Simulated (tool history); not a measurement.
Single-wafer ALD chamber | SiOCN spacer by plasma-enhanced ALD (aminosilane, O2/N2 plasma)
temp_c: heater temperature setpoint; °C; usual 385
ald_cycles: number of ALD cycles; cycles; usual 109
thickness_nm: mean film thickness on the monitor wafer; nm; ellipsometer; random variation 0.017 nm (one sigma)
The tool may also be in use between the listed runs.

run   hour  temp_c  ald_cycles  read-back reference wafer on the same gauge, thickness_nm  thickness_nm
  1    0.0     391         125                                                      7.245         7.904
  2   33.8     391         125                                                      7.255         7.890
  3   60.9     391         125                                                      7.250         7.860
  4   90.4     385          97                                                      7.251         6.108
  5  111.5     385          97                                                      7.255         6.142
  6  132.1     385         121                                                      7.250         7.609
  7  151.0     385         123                                                      7.250         7.768
  8  186.0     378         109                                                      7.259         6.856
  9  272.4     378         109                                                      7.252         6.885
 10  293.6     378         109                                                      7.249         6.852
 11  307.3     385         109                                                      7.245         6.873
 12  324.0     385         109                                                      7.246         6.868
 13  339.8     385         109                                                      7.257         6.866
 14  361.5     385         109                                                      7.256         6.878
 15  389.9     385         109                                                      7.255         6.853
 16  418.1     395         109                                                      7.250         6.868
 17  471.9     371         109                                                      7.248         6.870
 18  488.4     385         109                                                      7.251         6.877

The next listed run, before its measurement:
 19  511.7     389         117                                                          ?             ?

{"run 19": {"read-back reference wafer on the same gauge, thickness_nm": 7.259, "thickness_nm": 7.336}}
Without the tool's hidden state the same run would have given thickness_nm 7.336 nm.
